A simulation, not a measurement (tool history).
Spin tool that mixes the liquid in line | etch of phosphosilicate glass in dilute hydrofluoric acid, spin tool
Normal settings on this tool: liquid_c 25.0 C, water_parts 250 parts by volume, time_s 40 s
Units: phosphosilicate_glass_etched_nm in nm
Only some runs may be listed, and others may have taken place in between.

run	hour	liquid_c	water_parts	time_s	wafers since the last listed run	hours since the thermometer was replaced	hours since the hydrofluoric acid flow meter was replaced	hours since the gauge calibration	read-back film thickness of the phosphosilicate glass reference wafer, read on the same gauge (nm)	phosphosilicate_glass_etched_nm
1	0.0	26.0	165	40	0	2152.0	750.3	67.7	80.01	34.31
2	9.0	26.0	165	40	68	2161.0	759.3	76.7	80.00	34.68
3	20.1	25.0	250	40	84	2172.1	770.4	87.8	80.01	19.81
4	33.6	25.0	250	40	102	2185.6	783.9	101.3	80.00	19.83
5	47.2	25.0	250	40	102	2199.2	797.5	114.9	80.03	19.82
6	55.1	25.0	250	40	59	2207.1	805.4	122.8	79.97	19.68
7	68.7	25.0	250	40	102	2220.7	819.0	136.4	80.00	19.63
8	86.6	25.0	250	40	135	2238.6	836.9	154.3	79.99	19.52
9	96.4	25.0	250	40	74	2248.4	846.7	164.1	79.99	19.97
10	109.8	25.0	250	40	101	2261.8	860.1	177.5	80.00	19.47
11	126.3	25.0	250	40	124	2278.3	876.6	194.0	80.03	19.39
12	137.3	25.0	250	40	83	2289.3	887.6	205.0	79.98	19.58
13	146.1	22.5	250	35	66	2298.1	896.4	213.8	79.98	15.51
# hour 153.0: gauge calibrated
14	158.9	25.0	250	40	96	2310.9	909.2	5.9	80.00	19.36
15	166.4	22.0	250	40	56	2318.4	916.7	13.4	80.00	17.48
16	183.3	23.5	250	40	127	2335.3	933.6	30.3	80.01	18.34
17	198.0	21.0	145	40	111	2350.0	948.3	45.0	80.01	32.73
18	209.3	20.0	250	40	85	2361.3	959.6	56.3	80.02	15.88
# hour 227.6: hydrofluoric acid flow meter replaced
19	244.2	29.5	350	40	256	2396.2	16.6	91.2	80.00	16.88
20	255.8	21.0	315	40	87	2407.8	28.2	102.8	80.00	14.54
# hour 263.8: thermometer replaced
21	264.3	23.5	250	40	56	0.5	36.7	111.3	80.00	21.41
22	279.1	28.5	250	40	112	15.3	51.5	126.1	80.00	25.47
23	290.3	25.0	285	50	84	26.5	62.7	137.3	79.99	23.79
24	303.3	23.0	315	20	98	39.5	75.7	150.3	80.02	7.64
25	318.6	23.0	135	25	115	54.8	91.0	165.6	80.00	27.43
26	332.0	23.5	250	40	101	68.2	104.4	179.0	80.02	20.99

Forecast each of these 5 alternatives for the next run:
A	332.4	25.0	250	40	3	68.6	104.8	179.4	?	?
B	332.4	20.5	250	15	3	68.6	104.8	179.4	?	?
C	332.4	28.5	185	40	3	68.6	104.8	179.4	?	?
D	332.4	25.0	310	40	3	68.6	104.8	179.4	?	?
E	332.4	25.0	315	40	3	68.6	104.8	179.4	?	?

run	read-back film thickness of the phosphosilicate glass reference wafer, read on the same gauge (nm)	phosphosilicate_glass_etched_nm
A	80.01	21.76
B	80.01	6.93
C	80.01	35.84
D	80.01	16.50
E	80.01	16.16
The same runs, with their run-to-run variation unchanged, on a tool lacking any hidden condition would have given:
run	phosphosilicate_glass_etched_nm
A	22.27
B	7.09
C	36.65
D	16.90
E	16.55
